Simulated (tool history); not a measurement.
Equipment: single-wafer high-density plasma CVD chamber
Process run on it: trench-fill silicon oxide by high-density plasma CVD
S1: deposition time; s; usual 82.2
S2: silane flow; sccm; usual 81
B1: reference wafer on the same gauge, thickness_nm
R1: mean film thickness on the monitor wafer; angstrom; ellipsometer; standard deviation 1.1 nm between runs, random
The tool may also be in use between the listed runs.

run,hour,S1,S2,B1,R1
1,0.0,69.8,81,750.194,5943.29
2,10.3,69.8,81,749.921,5967.36
3,27.2,91.5,81,750.066,7797.78
4,44.8,91.5,81,749.614,7801.84
5,53.5,91.5,81,749.825,7814.39
6,63.3,78.1,74,749.937,6098.45
7,77.6,78.1,74,750.000,6089.66
# hour 93.0: silane flow controller replaced
8,93.9,82.2,81,749.932,7012.56
# hour 108.9: gauge calibrated
9,111.6,82.2,81,750.223,7010.36
10,128.5,95.0,81,750.205,8109.44
11,137.2,93.8,67,750.178,6622.47
12,145.7,67.6,86,750.015,6132.83
13,155.5,77.6,96,750.205,7845.86
14,171.3,93.4,89,750.281,8756.31
15,188.5,82.2,81,749.886,7018.10
16,203.1,82.2,81,749.978,7016.94
17,213.1,82.2,81,749.858,7005.06
18,230.9,77.1,69,750.139,5609.29
19,247.8,82.2,89,749.997,7695.16
20,263.0,98.3,70,749.809,7264.23

For each run, what was the tool's unlogged condition?
delivered silane flow above the setpoint (%): 0 on each run
gauge reads high (%): 0 on each run
